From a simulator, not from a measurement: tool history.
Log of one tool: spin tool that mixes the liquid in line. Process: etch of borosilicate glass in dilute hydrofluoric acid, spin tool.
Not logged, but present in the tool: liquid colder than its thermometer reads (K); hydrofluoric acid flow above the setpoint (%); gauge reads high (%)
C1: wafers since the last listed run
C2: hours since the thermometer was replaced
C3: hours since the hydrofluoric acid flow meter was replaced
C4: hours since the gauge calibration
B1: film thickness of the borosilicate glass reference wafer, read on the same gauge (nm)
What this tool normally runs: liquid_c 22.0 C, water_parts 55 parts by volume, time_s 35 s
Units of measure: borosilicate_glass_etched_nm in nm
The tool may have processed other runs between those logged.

run 1 day=0.000 | liquid_c=24.5 water_parts=55 time_s=35 | C1=0 C2=1716.1 C3=1132.7 C4=159.5 | B1=99.99 | borosilicate_glass_etched_nm=32.43
run 2 day=1.608 | liquid_c=24.5 water_parts=55 time_s=35 | C1=484 C2=1754.7 C3=1171.3 C4=198.1 | B1=100.02 | borosilicate_glass_etched_nm=32.41
run 3 day=5.321 | liquid_c=24.5 water_parts=55 time_s=35 | C1=1118 C2=1843.8 C3=1260.4 C4=287.2 | B1=100.02 | borosilicate_glass_etched_nm=32.48
run 4 day=6.475 | liquid_c=26.0 water_parts=55 time_s=35 | C1=347 C2=1871.5 C3=1288.1 C4=314.9 | B1=100.02 | borosilicate_glass_etched_nm=34.42
run 5 day=7.092 | liquid_c=26.0 water_parts=55 time_s=35 | C1=185 C2=1886.3 C3=1302.9 C4=329.7 | B1=100.02 | borosilicate_glass_etched_nm=34.87
run 6 day=7.675 | liquid_c=22.0 water_parts=75 time_s=35 | C1=175 C2=1900.3 C3=1316.9 C4=343.7 | B1=99.98 | borosilicate_glass_etched_nm=20.83
run 7 day=8.667 | liquid_c=22.0 water_parts=75 time_s=35 | C1=298 C2=1924.1 C3=1340.7 C4=367.5 | B1=100.01 | borosilicate_glass_etched_nm=20.94
run 8 day=9.654 | liquid_c=22.0 water_parts=75 time_s=35 | C1=297 C2=1947.8 C3=1364.4 C4=391.2 | B1=100.02 | borosilicate_glass_etched_nm=20.99
run 9 day=10.162 | liquid_c=22.0 water_parts=55 time_s=35 | C1=153 C2=1960.0 C3=1376.6 C4=403.4 | B1=100.03 | borosilicate_glass_etched_nm=29.38
run 10 day=11.033 | liquid_c=22.0 water_parts=55 time_s=35 | C1=262 C2=1980.9 C3=1397.5 C4=424.3 | B1=100.00 | borosilicate_glass_etched_nm=29.21
run 11 day=12.221 | liquid_c=22.0 water_parts=55 time_s=35 | C1=357 C2=2009.4 C3=1426.0 C4=452.8 | B1=99.99 | borosilicate_glass_etched_nm=29.28
-- day=13.200 thermometer replaced
run 12 day=16.667 | liquid_c=20.0 water_parts=55 time_s=25 | C1=1327 C2=83.2 C3=1532.7 C4=559.5 | B1=100.00 | borosilicate_glass_etched_nm=20.96
run 13 day=17.342 | liquid_c=22.0 water_parts=55 time_s=35 | C1=203 C2=99.4 C3=1548.9 C4=575.7 | B1=99.99 | borosilicate_glass_etched_nm=31.69
run 14 day=18.288 | liquid_c=22.0 water_parts=30 time_s=35 | C1=285 C2=122.1 C3=1571.6 C4=598.4 | B1=100.00 | borosilicate_glass_etched_nm=60.28
-- day=18.771 hydrofluoric acid flow meter replaced
run 15 day=19.133 | liquid_c=24.0 water_parts=55 time_s=50 | C1=242 C2=142.4 C3=8.7 C4=618.7 | B1=100.01 | borosilicate_glass_etched_nm=44.96
run 16 day=20.417 | liquid_c=22.0 water_parts=55 time_s=35 | C1=386 C2=173.2 C3=39.5 C4=649.5 | B1=99.97 | borosilicate_glass_etched_nm=28.76
run 17 day=21.438 | liquid_c=27.0 water_parts=55 time_s=20 | C1=307 C2=197.7 C3=64.0 C4=674.0 | B1=100.02 | borosilicate_glass_etched_nm=20.30
-- day=21.921 gauge calibrated
run 18 day=22.612 | liquid_c=20.5 water_parts=85 time_s=40 | C1=354 C2=225.9 C3=92.2 C4=16.6 | B1=99.99 | borosilicate_glass_etched_nm=19.34
run 19 day=23.354 | liquid_c=18.0 water_parts=40 time_s=35 | C1=223 C2=243.7 C3=110.0 C4=34.4 | B1=99.99 | borosilicate_glass_etched_nm=34.20
run 20 day=24.246 | liquid_c=22.0 water_parts=55 time_s=50 | C1=268 C2=265.1 C3=131.4 C4=55.8 | B1=99.98 | borosilicate_glass_etched_nm=41.44
run 21 day=25.646 | liquid_c=26.5 water_parts=80 time_s=30 | C1=421 C2=298.7 C3=165.0 C4=89.4 | B1=99.99 | borosilicate_glass_etched_nm=20.02
run 22 day=26.700 | liquid_c=24.0 water_parts=70 time_s=35 | C1=317 C2=324.0 C3=190.3 C4=114.7 | B1=99.98 | borosilicate_glass_etched_nm=24.48
run 23 day=27.225 | liquid_c=17.5 water_parts=55 time_s=35 | C1=158 C2=336.6 C3=202.9 C4=127.3 | B1=100.03 | borosilicate_glass_etched_nm=23.82
run 24 day=28.212 | liquid_c=18.0 water_parts=65 time_s=40 | C1=297 C2=360.3 C3=226.6 C4=151.0 | B1=100.01 | borosilicate_glass_etched_nm=23.30

Below are 4 alternative next runs, each starting from the tool's condition after run 24. Predict each:
run A day=28.229 | liquid_c=22.0 water_parts=55 time_s=55 | C1=5 C2=360.7 C3=227.0 C4=151.4 | B1=? | borosilicate_glass_etched_nm=?
run B day=28.229 | liquid_c=19.5 water_parts=35 time_s=45 | C1=5 C2=360.7 C3=227.0 C4=151.4 | B1=? | borosilicate_glass_etched_nm=?
run C day=28.229 | liquid_c=26.5 water_parts=65 time_s=25 | C1=5 C2=360.7 C3=227.0 C4=151.4 | B1=? | borosilicate_glass_etched_nm=?
run D day=28.229 | liquid_c=18.5 water_parts=35 time_s=35 | C1=5 C2=360.7 C3=227.0 C4=151.4 | B1=? | borosilicate_glass_etched_nm=?

run=A B1=99.99 borosilicate_glass_etched_nm=45.38
run=B B1=99.99 borosilicate_glass_etched_nm=53.70
run=C B1=99.99 borosilicate_glass_etched_nm=20.73
run=D B1=99.99 borosilicate_glass_etched_nm=39.99
Take away the tool's hidden state, keep each run's random variation, and the runs would have read:
run=A borosilicate_glass_etched_nm=43.87
run=B borosilicate_glass_etched_nm=51.99
run=C borosilicate_glass_etched_nm=20.00
run=D borosilicate_glass_etched_nm=38.72
